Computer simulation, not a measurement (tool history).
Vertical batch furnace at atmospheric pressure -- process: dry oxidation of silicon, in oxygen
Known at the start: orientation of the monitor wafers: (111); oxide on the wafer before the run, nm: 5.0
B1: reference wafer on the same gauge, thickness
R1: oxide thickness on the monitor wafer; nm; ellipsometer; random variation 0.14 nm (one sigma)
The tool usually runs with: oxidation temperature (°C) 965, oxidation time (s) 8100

Run 1, hour 0: usual settings; B1 97.74. Result: R1 100.47 nm.
Run 2, hour 31.2: usual settings; B1 97.71. Result: R1 100.53 nm.
At hour 45.3: gauge calibrated.
Run 3, hour 50.2: usual settings but oxidation temperature (°C) 947; B1 97.67. Result: R1 88.05 nm.
Run 4, hour 68.8: usual settings but oxidation temperature (°C) 947; B1 97.73. Result: R1 87.84 nm.
Run 5, hour 88.8: usual settings but oxidation temperature (°C) 947; B1 97.66. Result: R1 87.73 nm.
Run 6, hour 108.8: usual settings; B1 97.63. Result: R1 100.61 nm.
Run 7, hour 131.1: usual settings; B1 97.69. Result: R1 100.59 nm.
Run 8, hour 143.2: usual settings; B1 97.67. Result: R1 100.82 nm.
Run 9, hour 165.8: usual settings; B1 97.71. Result: R1 100.53 nm.
At hour 192.2: boat lift adjusted.
Run 10, hour 192.7: usual settings; B1 97.68. Result: R1 100.78 nm.
Run 11, hour 205.3: usual settings but oxidation temperature (°C) 976; B1 97.75. Result: R1 108.86 nm.
Run 12, hour 227.2: usual settings; B1 97.78. Result: R1 100.38 nm.
Run 13, hour 239: usual settings but oxidation temperature (°C) 955, oxidation time (s) 5280; B1 97.7. Result: R1 70.4 nm.
Run 14, hour 259.7: usual settings but oxidation temperature (°C) 955, oxidation time (s) 5280; B1 97.69. Result: R1 70.59 nm.
Run 15, hour 268.5: usual settings but oxidation temperature (°C) 957; B1 97.66. Result: R1 94.64 nm.
Run 16, hour 283.9: usual settings; B1 97.72. Result: R1 100.76 nm.
At hour 309: thermocouples replaced and temperature profile calibrated.
Run 17, hour 309.5: usual settings but oxidation temperature (°C) 988; B1 97.73. Result: R1 113.69 nm.
Run 18, hour 315.6: usual settings but oxidation temperature (°C) 952, oxidation time (s) 11310; B1 97.67. Result: R1 108.96 nm.
Run 19, hour 329: usual settings but oxidation temperature (°C) 956; B1 97.75. Result: R1 90.39 nm.
Run 20, hour 338.5: usual settings but oxidation temperature (°C) 947, oxidation time (s) 10230; B1 97.66. Result: R1 98.41 nm.
Run 21, hour 356.4: usual settings but oxidation temperature (°C) 952, oxidation time (s) 11670; B1 97.73. Result: R1 111.08 nm.
Run 22, hour 380.7: usual settings but oxidation temperature (°C) 952, oxidation time (s) 11670; B1 97.69. Result: R1 111.29 nm.
At hour 396.7: gauge calibrated.
Run 23, hour 400.6: usual settings; B1 97.72. Result: R1 96.48 nm.
Run 24, hour 424.7: usual settings; B1 97.68. Result: R1 96.68 nm.
Run 25, hour 444.4: usual settings but oxidation temperature (°C) 957, oxidation time (s) 9510; B1 97.63. Result: R1 101.18 nm.
Run 26, hour 468: usual settings but oxidation temperature (°C) 976, oxidation time (s) 5820; B1 97.77. Result: R1 84.49 nm.
Run 27, hour 486.6: usual settings but oxidation temperature (°C) 982, oxidation time (s) 5550; B1 97.67. Result: R1 85.61 nm.
Run 28, hour 533.8: usual settings; B1 97.7. Result: R1 96.92 nm.
Run 29, hour 548.8: usual settings but oxidation time (s) 6750; B1 97.68. Result: R1 85.93 nm.
Run 30, hour 565.5: usual settings but oxidation temperature (°C) 976, oxidation time (s) 10680; B1 97.74. Result: R1 125.19 nm.

5 options for the next run, each taken on its own from the tool as it stands now. Forecast them:
Run A, hour 571.6: usual settings but oxidation time (s) 10800; B1 ?. Result: R1 ?.
Run B, hour 571.6: usual settings but oxidation temperature (°C) 974, oxidation time (s) 6090; B1 ?. Result: R1 ?.
Run C, hour 571.6: usual settings but oxidation time (s) 5820; B1 ?. Result: R1 ?.
Run D, hour 571.6: usual settings but oxidation temperature (°C) 989, oxidation time (s) 6660; B1 ?. Result: R1 ?.
Run E, hour 571.6: usual settings but oxidation time (s) 10890; B1 ?. Result: R1 ?.

run     B1      R1
  A  97.71   116.8
  B  97.71   86.04
  C  97.71   78.07
  D  97.71  101.36
  E  97.71  117.43
Had the tool no hidden state, the same runs would have come out as:
run      R1
  A  116.32
  B   85.67
  C   77.73
  D  100.96
  E  116.94

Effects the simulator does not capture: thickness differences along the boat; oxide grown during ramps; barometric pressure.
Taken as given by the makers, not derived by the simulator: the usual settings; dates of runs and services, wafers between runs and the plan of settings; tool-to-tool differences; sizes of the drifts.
